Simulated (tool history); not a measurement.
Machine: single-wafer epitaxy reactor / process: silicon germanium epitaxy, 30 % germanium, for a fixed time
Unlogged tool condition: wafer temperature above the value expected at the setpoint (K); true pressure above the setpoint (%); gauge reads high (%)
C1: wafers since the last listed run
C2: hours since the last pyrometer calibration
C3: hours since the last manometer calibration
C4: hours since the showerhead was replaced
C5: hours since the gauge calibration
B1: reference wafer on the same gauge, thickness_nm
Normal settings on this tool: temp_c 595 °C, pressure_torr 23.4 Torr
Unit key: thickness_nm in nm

{"run": 1, "hour": 0.0, "temp_c": 604, "pressure_torr": 23.4, "C1": 0, "C2": 957.1, "C3": 258.5, "C4": 2920.5, "C5": 1051.9, "B1": 70.034, "thickness_nm": 71.268}
{"run": 2, "hour": 67.8, "temp_c": 604, "pressure_torr": 23.4, "C1": 925, "C2": 1024.9, "C3": 326.3, "C4": 2988.3, "C5": 1119.7, "B1": 70.225, "thickness_nm": 70.793}
{"run": 3, "hour": 149.5, "temp_c": 595, "pressure_torr": 23.4, "C1": 1115, "C2": 1106.6, "C3": 408.0, "C4": 3070.0, "C5": 1201.4, "B1": 70.038, "thickness_nm": 61.422}
{"run": 4, "hour": 249.2, "temp_c": 595, "pressure_torr": 23.4, "C1": 1360, "C2": 1206.3, "C3": 507.7, "C4": 3169.7, "C5": 1301.1, "B1": 70.148, "thickness_nm": 61.009}
{"run": 5, "hour": 285.8, "temp_c": 595, "pressure_torr": 26.3, "C1": 499, "C2": 1242.9, "C3": 544.3, "C4": 3206.3, "C5": 1337.7, "B1": 70.034, "thickness_nm": 63.961}
{"run": 6, "hour": 384.0, "temp_c": 595, "pressure_torr": 26.3, "C1": 1340, "C2": 1341.1, "C3": 642.5, "C4": 3304.5, "C5": 1435.9, "B1": 70.211, "thickness_nm": 63.559}
{"run": 7, "hour": 460.7, "temp_c": 595, "pressure_torr": 26.3, "C1": 1046, "C2": 1417.8, "C3": 719.2, "C4": 3381.2, "C5": 1512.6, "B1": 70.088, "thickness_nm": 64.102}
{"run": 8, "hour": 547.4, "temp_c": 595, "pressure_torr": 23.4, "C1": 1183, "C2": 1504.5, "C3": 805.9, "C4": 3467.9, "C5": 1599.3, "B1": 70.101, "thickness_nm": 61.194}
{"run": 9, "hour": 597.0, "temp_c": 595, "pressure_torr": 23.4, "C1": 676, "C2": 1554.1, "C3": 855.5, "C4": 3517.5, "C5": 1648.9, "B1": 70.061, "thickness_nm": 61.012}
{"run": 10, "hour": 689.0, "temp_c": 595, "pressure_torr": 23.4, "C1": 1255, "C2": 1646.1, "C3": 947.5, "C4": 3609.5, "C5": 1740.9, "B1": 70.151, "thickness_nm": 60.83}
{"run": 11, "hour": 794.8, "temp_c": 595, "pressure_torr": 23.4, "C1": 1444, "C2": 1751.9, "C3": 1053.3, "C4": 3715.3, "C5": 1846.7, "B1": 70.179, "thickness_nm": 60.606}
{"run": 12, "hour": 864.3, "temp_c": 595, "pressure_torr": 23.4, "C1": 948, "C2": 1821.4, "C3": 1122.8, "C4": 3784.8, "C5": 1916.2, "B1": 70.019, "thickness_nm": 60.45}
{"run": 13, "hour": 971.2, "temp_c": 589, "pressure_torr": 23.4, "C1": 1459, "C2": 1928.3, "C3": 1229.7, "C4": 3891.7, "C5": 2023.1, "B1": 70.156, "thickness_nm": 54.829}
{"hour": 994.3, "done": "pyrometer calibrated"}
{"run": 14, "hour": 1074.4, "temp_c": 589, "pressure_torr": 23.4, "C1": 1299, "C2": 80.1, "C3": 1332.9, "C4": 3994.9, "C5": 2126.3, "B1": 70.09, "thickness_nm": 57.593}
{"run": 15, "hour": 1120.5, "temp_c": 595, "pressure_torr": 23.4, "C1": 629, "C2": 126.2, "C3": 1379.0, "C4": 4041.0, "C5": 2172.4, "B1": 70.217, "thickness_nm": 63.377}
{"run": 16, "hour": 1195.5, "temp_c": 595, "pressure_torr": 23.4, "C1": 1023, "C2": 201.2, "C3": 1454.0, "C4": 4116.0, "C5": 2247.4, "B1": 70.157, "thickness_nm": 63.451}
{"hour": 1249.6, "done": "gauge calibrated"}
{"run": 17, "hour": 1268.3, "temp_c": 587, "pressure_torr": 19.9, "C1": 993, "C2": 274.0, "C3": 1526.8, "C4": 4188.8, "C5": 18.7, "B1": 70.127, "thickness_nm": 52.758}
{"run": 18, "hour": 1366.2, "temp_c": 610, "pressure_torr": 26.6, "C1": 1336, "C2": 371.9, "C3": 1624.7, "C4": 4286.7, "C5": 116.6, "B1": 70.134, "thickness_nm": 84.672}
{"run": 19, "hour": 1434.4, "temp_c": 599, "pressure_torr": 21.4, "C1": 930, "C2": 440.1, "C3": 1692.9, "C4": 4354.9, "C5": 184.8, "B1": 70.063, "thickness_nm": 65.854}
{"run": 20, "hour": 1488.8, "temp_c": 595, "pressure_torr": 23.4, "C1": 742, "C2": 494.5, "C3": 1747.3, "C4": 4409.3, "C5": 239.2, "B1": 70.157, "thickness_nm": 63.738}
{"run": 21, "hour": 1594.7, "temp_c": 590, "pressure_torr": 23.4, "C1": 1445, "C2": 600.4, "C3": 1853.2, "C4": 4515.2, "C5": 345.1, "B1": 70.063, "thickness_nm": 58.759}
{"run": 22, "hour": 1700.7, "temp_c": 583, "pressure_torr": 27.3, "C1": 1446, "C2": 706.4, "C3": 1959.2, "C4": 4621.2, "C5": 451.1, "B1": 70.143, "thickness_nm": 54.922}
{"hour": 1721.9, "done": "capacitance manometer re-zeroed and calibrated"}
{"hour": 1738.1, "done": "showerhead replaced"}
{"run": 23, "hour": 1787.5, "temp_c": 603, "pressure_torr": 27.4, "C1": 966, "C2": 793.2, "C3": 65.6, "C4": 49.4, "C5": 537.9, "B1": 70.142, "thickness_nm": 74.233}
{"run": 24, "hour": 1853.7, "temp_c": 599, "pressure_torr": 20.0, "C1": 903, "C2": 859.4, "C3": 131.8, "C4": 115.6, "C5": 604.1, "B1": 70.076, "thickness_nm": 62.347}
{"run": 25, "hour": 1942.8, "temp_c": 595, "pressure_torr": 23.4, "C1": 1216, "C2": 948.5, "C3": 220.9, "C4": 204.7, "C5": 693.2, "B1": 70.04, "thickness_nm": 61.628}
{"run": 26, "hour": 2047.1, "temp_c": 595, "pressure_torr": 21.4, "C1": 1423, "C2": 1052.8, "C3": 325.2, "C4": 309.0, "C5": 797.5, "B1": 70.173, "thickness_nm": 59.939}
{"run": 27, "hour": 2090.3, "temp_c": 588, "pressure_torr": 23.4, "C1": 589, "C2": 1096.0, "C3": 368.4, "C4": 352.2, "C5": 840.7, "B1": 69.998, "thickness_nm": 54.625}
{"run": 28, "hour": 2191.1, "temp_c": 589, "pressure_torr": 19.0, "C1": 1375, "C2": 1196.8, "C3": 469.2, "C4": 453.0, "C5": 941.5, "B1": 70.04, "thickness_nm": 51.915}
{"run": 29, "hour": 2236.1, "temp_c": 600, "pressure_torr": 20.9, "C1": 614, "C2": 1241.8, "C3": 514.2, "C4": 498.0, "C5": 986.5, "B1": 70.102, "thickness_nm": 63.726}
{"run": 30, "hour": 2365.6, "temp_c": 595, "pressure_torr": 23.4, "C1": 1767, "C2": 1371.3, "C3": 643.7, "C4": 627.5, "C5": 1116.0, "B1": 69.956, "thickness_nm": 61.203}
{"run": 31, "hour": 2411.8, "temp_c": 608, "pressure_torr": 21.1, "C1": 630, "C2": 1417.5, "C3": 689.9, "C4": 673.7, "C5": 1162.2, "B1": 70.133, "thickness_nm": 72.93}
{"run": 32, "hour": 2502.7, "temp_c": 580, "pressure_torr": 17.7, "C1": 1240, "C2": 1508.4, "C3": 780.8, "C4": 764.6, "C5": 1253.1, "B1": 70.002, "thickness_nm": 43.158}

The same runs without the tool's hidden state, with the same run-to-run variation:
run=1 thickness_nm=71.572
run=2 thickness_nm=71.149
run=3 thickness_nm=61.810
run=4 thickness_nm=61.490
run=5 thickness_nm=64.505
run=6 thickness_nm=64.219
run=7 thickness_nm=64.872
run=8 thickness_nm=62.052
run=9 thickness_nm=61.943
run=10 thickness_nm=61.909
run=11 thickness_nm=61.869
run=12 thickness_nm=61.843
run=13 thickness_nm=56.320
run=14 thickness_nm=56.275
run=15 thickness_nm=61.904
run=16 thickness_nm=61.940
run=17 thickness_nm=51.475
run=18 thickness_nm=82.597
run=19 thickness_nm=64.226
run=20 thickness_nm=62.159
run=21 thickness_nm=57.311
run=22 thickness_nm=53.592
run=23 thickness_nm=74.466
run=24 thickness_nm=62.573
run=25 thickness_nm=61.904
run=26 thickness_nm=60.281
run=27 thickness_nm=54.975
run=28 thickness_nm=52.329
run=29 thickness_nm=64.266
run=30 thickness_nm=61.882
run=31 thickness_nm=73.777
run=32 thickness_nm=43.800

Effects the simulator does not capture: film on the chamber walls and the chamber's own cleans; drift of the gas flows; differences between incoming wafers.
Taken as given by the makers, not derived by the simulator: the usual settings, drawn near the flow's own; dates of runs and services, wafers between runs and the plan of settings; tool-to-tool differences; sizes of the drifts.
